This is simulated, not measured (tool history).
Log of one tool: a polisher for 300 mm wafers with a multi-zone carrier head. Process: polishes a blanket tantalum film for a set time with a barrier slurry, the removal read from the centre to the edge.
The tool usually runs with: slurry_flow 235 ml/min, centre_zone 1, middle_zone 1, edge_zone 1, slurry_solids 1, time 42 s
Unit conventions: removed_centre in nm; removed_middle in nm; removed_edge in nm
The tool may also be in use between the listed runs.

run    hour  slurry_flow  centre_zone  middle_zone  edge_zone  slurry_solids  time  incoming thickness of the incoming film, nm  removed_centre  removed_middle  removed_edge
  1       0          235            1            1          1            0.8    42                                          363              46            47.2          47.5
        4.7  -- worn pad replaced by a new one
  2    30.3          235            1            1          1            0.8    42                                        367.2            44.8            48.3          48.3
       76.2  -- edge zone pressure recalibrated
  3   158.9          235            1            1          1              1    42                                        356.8            49.2            50.6          52.6
      190.3  -- slurry nozzle cleaned
  4   198.6          235            1            1          1              1    42                                        362.3            48.3            52.4          51.9
  5   235.1          235            1         1.04          1              1    42                                        355.5            47.4              52          53.5
  6   306.7          235            1         1.04          1              1    42                                        361.6            47.6            52.5          52.9
  7   360.4          235            1            1       0.93           0.85    54                                        360.3            57.2            60.6          61.7
      375.2  -- worn pad replaced by a new one
      382.1  -- edge zone pressure recalibrated
  8   423.9          235            1            1          1           1.15    42                                        355.4            48.8            53.3          54.5
  9     471          235         1.06         0.94          1              1    42                                        354.8            49.7            48.5          52.8
      503.5  -- slurry nozzle cleaned
 10   508.5          265         1.07            1          1            1.1    53                                          355            65.7            66.9          69.3
        531  -- carrier head's membrane replaced by a new one
 11   575.7          235         1.05            1          1              1    42                                        361.1            48.2            52.5            52
 12   631.6          235            1            1          1              1    42                                        366.4              45            51.5          52.4
      682.2  -- worn pad replaced by a new one
 13   682.7          235            1          1.1          1              1    42                                        363.6            45.5            56.5            52
        691  -- edge zone pressure recalibrated
 14   724.1          235            1            1          1              1    42                                        355.8            44.5              52          52.8
      726.8  -- centre zone pressure recalibrated
 15     766          235            1            1          1              1    42                                        356.2            52.7            51.6          51.7
      795.7  -- slurry nozzle cleaned
 16   810.4          205            1            1          1              1    42                                        359.5            49.9            50.1          51.1
 17   874.6          235            1            1          1              1    42                                        361.7            52.4            52.8          52.3
 18   898.7          235         1.07         0.94          1              1    28                                        364.6            37.2            32.4          35.2
 19   947.5          305         1.07         1.04        1.1              1    42                                        360.5            57.7            54.4          55.5
      978.9  -- edge zone pressure recalibrated
 20  1006.2          235         0.93            1          1           1.25    42                                          365            52.4            57.1          56.6
 21  1042.1          165            1            1       1.06              1    31                                        360.6            35.6            35.8          38.9
     1055.5  -- worn pad replaced by a new one
 22  1083.3          170            1            1          1              1    42                                        361.3            47.9            47.6          50.3

What if the next run were any one of these 3? Each begins from the tool's condition after run 22:
  A  1083.7          235            1            1          1              1    42                                        358.5               ?               ?             ?
  B  1083.7          235            1            1       1.12              1    47                                        358.5               ?               ?             ?
  C  1083.7          235          1.1         0.92       1.11            0.7    42                                        358.5               ?               ?             ?

run  removed_centre  removed_middle  removed_edge
  A            50.9            52.5          53.5
  B              57            58.7          63.3
  C            48.1              42          48.4
Stripped of hidden state, with their random variation kept, the same runs would have yielded:
run  removed_centre  removed_middle  removed_edge
  A            50.5            52.5          53.5
  B            56.5            58.7          63.3
  C            47.6              42          48.4
